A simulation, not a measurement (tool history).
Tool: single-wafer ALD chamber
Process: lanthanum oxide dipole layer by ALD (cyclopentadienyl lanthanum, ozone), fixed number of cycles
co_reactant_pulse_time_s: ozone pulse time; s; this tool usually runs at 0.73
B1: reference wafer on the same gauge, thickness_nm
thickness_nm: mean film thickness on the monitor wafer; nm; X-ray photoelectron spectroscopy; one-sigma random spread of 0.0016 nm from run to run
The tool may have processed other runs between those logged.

run 1 day=0.000 | co_reactant_pulse_time_s=0.80 | B1=0.482 | thickness_nm=0.477
run 2 day=1.262 | co_reactant_pulse_time_s=0.80 | B1=0.482 | thickness_nm=0.480
run 3 day=3.992 | co_reactant_pulse_time_s=0.60 | B1=0.482 | thickness_nm=0.445
run 4 day=6.679 | co_reactant_pulse_time_s=0.84 | B1=0.482 | thickness_nm=0.483
run 5 day=7.733 | co_reactant_pulse_time_s=0.89 | B1=0.482 | thickness_nm=0.486
run 6 day=10.362 | co_reactant_pulse_time_s=0.73 | B1=0.482 | thickness_nm=0.461
run 7 day=11.908 | co_reactant_pulse_time_s=0.73 | B1=0.482 | thickness_nm=0.465
run 8 day=13.546 | co_reactant_pulse_time_s=0.66 | B1=0.482 | thickness_nm=0.450
-- day=13.896 thermocouple changed; heater temperature recalibrated
run 9 day=15.788 | co_reactant_pulse_time_s=0.87 | B1=0.482 | thickness_nm=0.483
run 10 day=18.004 | co_reactant_pulse_time_s=0.87 | B1=0.482 | thickness_nm=0.477
-- day=19.262 gauge calibrated
run 11 day=19.992 | co_reactant_pulse_time_s=0.86 | B1=0.482 | thickness_nm=0.477
run 12 day=21.912 | co_reactant_pulse_time_s=0.62 | B1=0.482 | thickness_nm=0.437
run 13 day=23.917 | co_reactant_pulse_time_s=0.48 | B1=0.482 | thickness_nm=0.404
run 14 day=24.962 | co_reactant_pulse_time_s=0.49 | B1=0.482 | thickness_nm=0.406
run 15 day=27.754 | co_reactant_pulse_time_s=0.44 | B1=0.482 | thickness_nm=0.390
-- day=29.192 showerhead replaced
run 16 day=30.254 | co_reactant_pulse_time_s=1.01 | B1=0.482 | thickness_nm=0.486
run 17 day=31.662 | co_reactant_pulse_time_s=0.73 | B1=0.482 | thickness_nm=0.443
-- day=32.888 ozone generator serviced
run 18 day=32.908 | co_reactant_pulse_time_s=0.95 | B1=0.482 | thickness_nm=0.501
run 19 day=34.554 | co_reactant_pulse_time_s=0.51 | B1=0.482 | thickness_nm=0.433
run 20 day=35.771 | co_reactant_pulse_time_s=0.65 | B1=0.482 | thickness_nm=0.459
run 21 day=37.629 | co_reactant_pulse_time_s=0.73 | B1=0.482 | thickness_nm=0.474
run 22 day=40.529 | co_reactant_pulse_time_s=0.81 | B1=0.482 | thickness_nm=0.485
run 23 day=41.879 | co_reactant_pulse_time_s=0.73 | B1=0.482 | thickness_nm=0.473

List, for all runs, the conditions of the tool that the log does not record:
wafer temperature above the value expected at the setpoint (K): 0, the same for each run
gauge reads high (%): 0, the same for each run
H1: ozone dose above that of a generator just serviced (%)
run=1 H1=-4.58
run=2 H1=-4.91
run=3 H1=-5.75
run=4 H1=-6.74
run=5 H1=-7.18
run=6 H1=-8.38
run=7 H1=-9.16
run=8 H1=-10.1
run=9 H1=-11.4
run=10 H1=-12.8
run=11 H1=-14.2
run=12 H1=-15.6
run=13 H1=-17.1
run=14 H1=-18
run=15 H1=-20.4
run=16 H1=-22.7
run=17 H1=-24.1
run=18 H1=-0.27
run=19 H1=-0.302
run=20 H1=-0.367
run=21 H1=-0.533
run=22 H1=-0.954
run=23 H1=-1.22
